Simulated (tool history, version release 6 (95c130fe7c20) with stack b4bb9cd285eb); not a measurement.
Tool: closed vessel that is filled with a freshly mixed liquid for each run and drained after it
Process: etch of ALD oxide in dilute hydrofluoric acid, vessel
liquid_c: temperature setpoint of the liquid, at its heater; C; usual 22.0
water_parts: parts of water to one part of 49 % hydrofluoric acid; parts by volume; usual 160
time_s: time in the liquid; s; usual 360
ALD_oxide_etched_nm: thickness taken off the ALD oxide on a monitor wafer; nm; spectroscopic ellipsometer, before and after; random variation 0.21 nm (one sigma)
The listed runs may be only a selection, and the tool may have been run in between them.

| run | hour | liquid_c | water_parts | time_s | read-back film thickness of the ALD oxide reference wafer, read on the same gauge (nm) | ALD_oxide_etched_nm |
|---|---|---|---|---|---|---|
| 1 | 0.0 | 22.0 | 160 | 360 | 110.00 | 26.53 |
| 2 | 24.4 | 22.0 | 160 | 360 | 110.00 | 26.93 |
| 3 | 40.7 | 22.0 | 160 | 360 | 110.00 | 26.58 |
| 4 | 58.4 | 22.0 | 160 | 360 | 110.05 | 26.62 |
| 5 | 88.9 | 22.0 | 160 | 360 | 109.95 | 26.70 |
|  | 110.4 | gauge calibrated |
| 6 | 119.3 | 18.5 | 160 | 475 | 110.02 | 30.12 |
| 7 | 137.4 | 22.0 | 160 | 360 | 110.03 | 26.27 |
| 8 | 159.9 | 22.0 | 160 | 360 | 110.01 | 26.10 |
| 9 | 182.6 | 22.0 | 160 | 360 | 109.98 | 26.61 |
|  | 207.9 | hydrofluoric acid flow meter replaced |
| 10 | 242.8 | 22.0 | 160 | 360 | 109.97 | 30.08 |
|  | 258.8 | thermometer replaced |
| 11 | 265.3 | 22.0 | 160 | 360 | 109.98 | 30.43 |
| 12 | 287.1 | 22.0 | 160 | 360 | 110.02 | 29.81 |
| 13 | 314.8 | 26.0 | 160 | 475 | 110.00 | 45.36 |
| 14 | 328.1 | 22.0 | 160 | 360 | 110.01 | 30.16 |
| 15 | 361.7 | 22.0 | 160 | 215 | 110.00 | 17.80 |
| 16 | 395.0 | 18.0 | 90 | 565 | 110.03 | 76.34 |
| 17 | 412.2 | 22.0 | 160 | 360 | 110.03 | 29.97 |
|  | 422.7 | gauge calibrated |
| 18 | 433.9 | 17.0 | 160 | 495 | 110.00 | 33.70 |
| 19 | 462.9 | 25.0 | 160 | 360 | 110.01 | 33.58 |
| 20 | 476.5 | 19.5 | 135 | 360 | 109.97 | 32.80 |
| 21 | 503.6 | 18.0 | 160 | 360 | 110.00 | 25.75 |
| 22 | 530.6 | 22.0 | 160 | 360 | 109.98 | 29.37 |

Below, each run's measurement less what the same run would have read without the hidden state. Both values contain the same run-to-run variation, but the gauge's scatter may not be the same in both:
Hidden state present: liquid hotter than its thermometer reads (K); hydrofluoric acid flow below the setpoint (%); gauge reads high (%).
| run | ALD_oxide_etched_nm |
|---|---|
| 1 | -3.56 |
| 2 | -3.66 |
| 3 | -3.66 |
| 4 | -3.69 |
| 5 | -3.77 |
| 6 | -4.26 |
| 7 | -3.81 |
| 8 | -3.82 |
| 9 | -3.95 |
| 10 | -0.25 |
| 11 | -0.29 |
| 12 | -0.32 |
| 13 | -0.59 |
| 14 | -0.41 |
| 15 | -0.27 |
| 16 | -1.26 |
| 17 | -0.56 |
| 18 | -0.66 |
| 19 | -0.74 |
| 20 | -0.72 |
| 21 | -0.61 |
| 22 | -0.76 |
